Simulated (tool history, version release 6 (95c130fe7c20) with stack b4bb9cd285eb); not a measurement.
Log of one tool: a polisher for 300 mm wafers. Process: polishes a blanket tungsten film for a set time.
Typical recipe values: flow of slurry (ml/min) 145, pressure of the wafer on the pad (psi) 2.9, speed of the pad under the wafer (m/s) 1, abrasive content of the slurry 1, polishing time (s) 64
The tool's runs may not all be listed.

| run | hour | flow of slurry (ml/min) | pressure of the wafer on the pad (psi) | speed of the pad under the wafer (m/s) | abrasive content of the slurry | polishing time (s) | wafers since the last listed run | wafers polished on this pad | hours since the slurry nozzle was cleaned | hours since the head pressure was calibrated | hours since the slurry blender was calibrated | hours since the slurry got fresh peroxide | incoming thickness of the incoming film, nm | film removed (angstrom) |
|---|---|---|---|---|---|---|---|---|---|---|---|---|---|---|
| 1 | 0 | 145 | 2.9 | 1.28 | 1 | 64 | 0 | 2160 | 13.5 | 264.1 | 302.8 | 62.1 | 1509.9 | 2539 |
|  | 103.4 | worn pad replaced by a new one |
|  | 140.5 | slurry blender recalibrated |
| 2 | 244 | 145 | 2.9 | 1 | 1 | 52 | 1315 | 766 | 257.5 | 508.1 | 103.5 | 306.1 | 1496.8 | 1588 |
| 3 | 310.9 | 145 | 3.6 | 1 | 1 | 64 | 369 | 1135 | 324.4 | 575 | 170.4 | 373 | 1500.8 | 2349 |
| 4 | 402.5 | 145 | 2.9 | 1 | 1 | 64 | 506 | 1642 | 416 | 666.6 | 262 | 464.6 | 1494.6 | 1872 |
| 5 | 460.8 | 145 | 2.9 | 1 | 1 | 64 | 322 | 1964 | 474.3 | 724.9 | 320.3 | 522.9 | 1532.5 | 1821 |
|  | 472.5 | slurry tank refilled with fresh slurry and peroxide |
|  | 498.6 | slurry nozzle cleaned |
|  | 557.6 | worn pad replaced by a new one |
| 6 | 560.6 | 145 | 2.9 | 1 | 1 | 64 | 518 | 16 | 62 | 824.7 | 420.1 | 88.1 | 1502.6 | 1623 |
|  | 585.7 | slurry blender recalibrated |
| 7 | 622 | 145 | 2.9 | 1 | 1 | 64 | 328 | 345 | 123.4 | 886.1 | 36.3 | 149.5 | 1488.1 | 1588 |
| 8 | 703.2 | 145 | 2.9 | 1 | 1 | 64 | 448 | 793 | 204.6 | 967.3 | 117.5 | 230.7 | 1522.6 | 1554 |
|  | 767.4 | head pressure recalibrated |
| 9 | 773 | 145 | 2.9 | 1 | 1 | 64 | 374 | 1168 | 274.4 | 5.6 | 187.3 | 300.5 | 1524.6 | 1529 |
| 10 | 842.3 | 135 | 2.9 | 1.1 | 1 | 64 | 382 | 1551 | 343.7 | 74.9 | 256.6 | 369.8 | 1483.9 | 1584 |
| 11 | 900 | 135 | 2.9 | 1.1 | 1 | 64 | 318 | 1870 | 401.4 | 132.6 | 314.3 | 427.5 | 1510.3 | 1539 |
|  | 930.8 | slurry nozzle cleaned |
| 12 | 991.7 | 135 | 2.9 | 1.1 | 1 | 64 | 501 | 2371 | 60.9 | 224.3 | 406 | 519.2 | 1497 | 1488 |
|  | 994.3 | slurry tank refilled with fresh slurry and peroxide, repeated, since the last time left the tool worse |
|  | 1012.7 | slurry blender recalibrated |
|  | 1056.8 | worn pad replaced by a new one |
| 13 | 1086.7 | 145 | 2.9 | 1 | 1 | 64 | 486 | 165 | 155.9 | 319.3 | 74 | 92.4 | 1521.9 | 1956 |
| 14 | 1173.2 | 145 | 2.9 | 1 | 1 | 64 | 478 | 643 | 242.4 | 405.8 | 160.5 | 178.9 | 1512.4 | 1967 |
| 15 | 1241.7 | 145 | 2.9 | 1 | 1 | 64 | 378 | 1021 | 310.9 | 474.3 | 229 | 247.4 | 1494.6 | 1940 |
| 16 | 1333.6 | 145 | 2.9 | 1 | 1 | 64 | 507 | 1529 | 402.8 | 566.2 | 320.9 | 339.3 | 1483.1 | 1874 |
|  | 1411.5 | slurry nozzle cleaned |
| 17 | 1439.5 | 145 | 1.9 | 1 | 1 | 64 | 579 | 2109 | 28 | 672.1 | 426.8 | 445.2 | 1499.5 | 1226 |
|  | 1462.4 | slurry tank refilled with fresh slurry and peroxide |
|  | 1532.1 | slurry blender recalibrated |
|  | 1584.6 | worn pad replaced by a new one |
| 18 | 1695.1 | 145 | 2.9 | 1 | 1 | 64 | 1373 | 610 | 283.6 | 927.7 | 163 | 232.7 | 1482.2 | 1951 |
|  | 1752.9 | head pressure recalibrated |
| 19 | 1793.7 | 145 | 3.2 | 1 | 1 | 54 | 533 | 1144 | 382.2 | 40.8 | 261.6 | 331.3 | 1470.4 | 1781 |
| 20 | 1864.2 | 125 | 1.9 | 1.24 | 1 | 64 | 389 | 1534 | 452.7 | 111.3 | 332.1 | 401.8 | 1520.2 | 1474 |
|  | 1877.1 | slurry nozzle cleaned |
| 21 | 1905.4 | 120 | 2.3 | 0.66 | 1 | 64 | 222 | 1756 | 28.3 | 152.5 | 373.3 | 443 | 1521.9 | 940 |
|  | 1958.9 | slurry tank refilled with fresh slurry and peroxide |
|  | 1968.9 | slurry blender recalibrated |
| 22 | 1971.3 | 190 | 3.5 | 0.78 | 1 | 73 | 347 | 2104 | 94.2 | 218.4 | 2.4 | 12.4 | 1492.9 | 2225 |
|  | 2004.8 | worn pad replaced by a new one |
| 23 | 2016.1 | 145 | 3.3 | 1 | 1 | 45 | 225 | 62 | 139 | 263.2 | 47.2 | 57.2 | 1507.8 | 1584 |
| 24 | 2119.7 | 145 | 2.9 | 1.34 | 1 | 64 | 572 | 634 | 242.6 | 366.8 | 150.8 | 160.8 | 1513.4 | 2603 |
| 25 | 2190.8 | 125 | 2.9 | 1.24 | 1 | 64 | 392 | 1027 | 313.7 | 437.9 | 221.9 | 231.9 | 1495.9 | 2299 |
|  | 2287.8 | slurry nozzle cleaned |
| 26 | 2296.7 | 190 | 3.5 | 0.78 | 1 | 73 | 579 | 1607 | 8.9 | 543.8 | 327.8 | 337.8 | 1530.1 | 2090 |
| 27 | 2366.4 | 110 | 2.9 | 1 | 0.8 | 64 | 385 | 1992 | 78.6 | 613.5 | 397.5 | 407.5 | 1480.6 | 1712 |

What if the next run were any one of these 3? Each begins from the tool's condition after run 27:
| A | 2366.8 | 145 | 2.9 | 1 | 1 | 64 | 2 | 1995 | 79 | 613.9 | 397.9 | 407.9 | 1500.6 | ? |
| B | 2366.8 | 145 | 2.9 | 1 | 1.15 | 53 | 2 | 1995 | 79 | 613.9 | 397.9 | 407.9 | 1500.6 | ? |
| C | 2366.8 | 145 | 2.2 | 1 | 0.8 | 80 | 2 | 1995 | 79 | 613.9 | 397.9 | 407.9 | 1500.6 | ? |

| run | film removed (angstrom) |
|---|---|
| A | 1864 |
| B | 1589 |
| C | 1691 |
What these runs would have given with no unlogged condition in the tool:
| run | film removed (angstrom) |
|---|---|
| A | 2052 |
| B | 1749 |
| C | 1861 |

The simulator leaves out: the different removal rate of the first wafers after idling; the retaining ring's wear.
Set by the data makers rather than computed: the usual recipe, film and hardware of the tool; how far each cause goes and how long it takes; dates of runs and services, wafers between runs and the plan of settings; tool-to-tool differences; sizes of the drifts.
